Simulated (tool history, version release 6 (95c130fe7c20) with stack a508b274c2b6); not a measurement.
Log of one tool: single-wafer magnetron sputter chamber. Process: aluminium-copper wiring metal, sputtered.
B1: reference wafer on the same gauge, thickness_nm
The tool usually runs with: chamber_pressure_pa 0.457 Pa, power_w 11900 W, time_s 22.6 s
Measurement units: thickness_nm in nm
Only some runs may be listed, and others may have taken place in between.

{"run": 1, "hour": 0.0, "chamber_pressure_pa": 0.457, "power_w": 11900, "time_s": 22.6, "B1": 388.496, "thickness_nm": 458.398}
{"run": 2, "hour": 91.1, "chamber_pressure_pa": 0.457, "power_w": 11900, "time_s": 22.6, "B1": 389.605, "thickness_nm": 460.053}
{"run": 3, "hour": 187.0, "chamber_pressure_pa": 0.457, "power_w": 11900, "time_s": 22.6, "B1": 389.899, "thickness_nm": 459.219}
{"hour": 281.7, "done": "sputter target and shields replaced"}
{"run": 4, "hour": 282.2, "chamber_pressure_pa": 0.457, "power_w": 11900, "time_s": 22.6, "B1": 391.212, "thickness_nm": 462.683}
{"run": 5, "hour": 358.8, "chamber_pressure_pa": 0.457, "power_w": 11900, "time_s": 22.6, "B1": 391.672, "thickness_nm": 463.96}
{"run": 6, "hour": 466.6, "chamber_pressure_pa": 0.457, "power_w": 11900, "time_s": 22.6, "B1": 392.423, "thickness_nm": 465.87}
{"run": 7, "hour": 553.8, "chamber_pressure_pa": 0.457, "power_w": 11900, "time_s": 22.6, "B1": 392.994, "thickness_nm": 466.143}
{"run": 8, "hour": 595.8, "chamber_pressure_pa": 0.457, "power_w": 11900, "time_s": 22.6, "B1": 393.865, "thickness_nm": 464.045}
{"hour": 635.8, "done": "sputter target and shields replaced"}
{"hour": 636.4, "done": "capacitance manometer re-zeroed and calibrated"}
{"run": 9, "hour": 664.3, "chamber_pressure_pa": 0.457, "power_w": 11900, "time_s": 22.6, "B1": 394.035, "thickness_nm": 464.568}
{"run": 10, "hour": 744.0, "chamber_pressure_pa": 0.457, "power_w": 11900, "time_s": 22.6, "B1": 394.799, "thickness_nm": 469.389}
{"run": 11, "hour": 846.5, "chamber_pressure_pa": 0.457, "power_w": 11900, "time_s": 24.6, "B1": 395.398, "thickness_nm": 507.898}
{"run": 12, "hour": 944.2, "chamber_pressure_pa": 0.457, "power_w": 11900, "time_s": 22.6, "B1": 396.313, "thickness_nm": 470.583}
{"run": 13, "hour": 1033.4, "chamber_pressure_pa": 0.457, "power_w": 11900, "time_s": 22.6, "B1": 396.999, "thickness_nm": 468.721}
{"hour": 1062.7, "done": "sputter target and shields replaced"}
{"hour": 1093.1, "done": "magnet pack replaced"}
{"run": 14, "hour": 1093.6, "chamber_pressure_pa": 0.512, "power_w": 13100, "time_s": 18.4, "B1": 397.997, "thickness_nm": 411.593}
{"run": 15, "hour": 1158.7, "chamber_pressure_pa": 0.457, "power_w": 11900, "time_s": 22.6, "B1": 398.048, "thickness_nm": 468.814}
{"run": 16, "hour": 1195.8, "chamber_pressure_pa": 0.551, "power_w": 11000, "time_s": 22.6, "B1": 399.189, "thickness_nm": 418.446}
{"hour": 1266.5, "done": "gauge calibrated"}
{"run": 17, "hour": 1301.4, "chamber_pressure_pa": 0.457, "power_w": 9950, "time_s": 22.6, "B1": 383.74, "thickness_nm": 378.069}
{"run": 18, "hour": 1402.4, "chamber_pressure_pa": 0.383, "power_w": 9000, "time_s": 22.6, "B1": 385.055, "thickness_nm": 358.153}
{"hour": 1413.7, "done": "sputter target and shields replaced"}
{"run": 19, "hour": 1487.4, "chamber_pressure_pa": 0.583, "power_w": 9750, "time_s": 24.9, "B1": 385.805, "thickness_nm": 390.375}
{"run": 20, "hour": 1526.8, "chamber_pressure_pa": 0.551, "power_w": 11000, "time_s": 22.6, "B1": 385.934, "thickness_nm": 402.692}
{"run": 21, "hour": 1579.7, "chamber_pressure_pa": 0.457, "power_w": 11900, "time_s": 22.6, "B1": 386.395, "thickness_nm": 457.525}
{"run": 22, "hour": 1633.5, "chamber_pressure_pa": 0.355, "power_w": 11900, "time_s": 18.1, "B1": 387.268, "thickness_nm": 381.824}
{"run": 23, "hour": 1697.7, "chamber_pressure_pa": 0.457, "power_w": 9650, "time_s": 22.6, "B1": 387.969, "thickness_nm": 371.135}
{"hour": 1758.8, "done": "sputter target and shields replaced"}
{"run": 24, "hour": 1759.5, "chamber_pressure_pa": 0.457, "power_w": 13900, "time_s": 22.6, "B1": 388.099, "thickness_nm": 533.513}
{"run": 25, "hour": 1822.3, "chamber_pressure_pa": 0.457, "power_w": 14250, "time_s": 24.8, "B1": 388.988, "thickness_nm": 601.49}
{"run": 26, "hour": 1870.8, "chamber_pressure_pa": 0.457, "power_w": 13500, "time_s": 21.3, "B1": 389.297, "thickness_nm": 491.94}
{"run": 27, "hour": 1936.0, "chamber_pressure_pa": 0.457, "power_w": 9050, "time_s": 22.6, "B1": 389.689, "thickness_nm": 348.819}

Consider 4 possible next runs. They are alternatives, not a sequence: every one starts from the tool as it was left by run 27. What does each give?
{"run": "A", "hour": 1936.4, "chamber_pressure_pa": 0.457, "power_w": 11900, "time_s": 19.1, "B1": "?", "thickness_nm": "?"}
{"run": "B", "hour": 1936.4, "chamber_pressure_pa": 0.457, "power_w": 11900, "time_s": 19.8, "B1": "?", "thickness_nm": "?"}
{"run": "C", "hour": 1936.4, "chamber_pressure_pa": 0.512, "power_w": 14300, "time_s": 24.4, "B1": "?", "thickness_nm": "?"}
{"run": "D", "hour": 1936.4, "chamber_pressure_pa": 0.339, "power_w": 9750, "time_s": 26.5, "B1": "?", "thickness_nm": "?"}

run=A B1=389.298 thickness_nm=387.598
run=B B1=389.298 thickness_nm=401.803
run=C B1=389.298 thickness_nm=580.563
run=D B1=389.298 thickness_nm=464.850
Stripped of hidden state, with their random variation kept, the same runs would have yielded:
run=A thickness_nm=383.103
run=B thickness_nm=397.144
run=C thickness_nm=573.831
run=D thickness_nm=459.460
